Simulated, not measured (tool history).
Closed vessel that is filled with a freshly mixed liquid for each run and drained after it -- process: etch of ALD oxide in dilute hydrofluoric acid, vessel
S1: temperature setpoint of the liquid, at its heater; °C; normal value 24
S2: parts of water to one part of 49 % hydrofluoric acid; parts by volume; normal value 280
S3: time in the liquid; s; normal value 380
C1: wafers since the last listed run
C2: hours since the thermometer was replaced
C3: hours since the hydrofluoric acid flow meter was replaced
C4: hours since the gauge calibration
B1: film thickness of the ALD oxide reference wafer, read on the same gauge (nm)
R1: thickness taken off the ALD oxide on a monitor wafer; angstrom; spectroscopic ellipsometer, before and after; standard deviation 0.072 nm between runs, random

run    day    S1   S2   S3    C1     C2     C3     C4      B1     R1
  1      0    24  280  380     0  382.2  292.3   47.9  100.01  125.9
  2  0.633    24  280  380   919  397.4  307.5   63.1   99.98  127.3
  3  1.192    24  280  380   810  410.8  320.9   76.5  100.02  126.9
  4    1.8    24  280  380   883  425.4  335.5   91.1   99.98  126.6
     2.308  -- thermometer replaced
  5  2.329    24  280  290   707    0.5  348.2  103.8  100.02   90.3
     2.438  -- gauge calibrated
  6  3.304    24  280  290  1415   23.9  371.6   20.8  100.02   89.5
     3.371  -- hydrofluoric acid flow meter replaced
  7  4.446    24  280  290  1596   51.3   25.8   48.2   99.99     91
  8  4.817    24  280  380   538   60.2   34.7   57.1   99.98  118.6
  9  5.154  26.5  420  380   489   68.3   42.8   65.2     100   75.5
 10  5.638    24  330  380   701   79.9   54.4   76.8  100.02   97.3
 11  5.967    24  205  565   477   87.8   62.3   84.7  100.02  265.7

Run 12 is up next; what results do you expect?
 12  6.412  21  145  380  647  98.5  73  95.4   ?   ?

B1: 100.01
R1: 239.2 angstrom
Had the tool carried no hidden state, the very same run would have given R1 231.7 angstrom.

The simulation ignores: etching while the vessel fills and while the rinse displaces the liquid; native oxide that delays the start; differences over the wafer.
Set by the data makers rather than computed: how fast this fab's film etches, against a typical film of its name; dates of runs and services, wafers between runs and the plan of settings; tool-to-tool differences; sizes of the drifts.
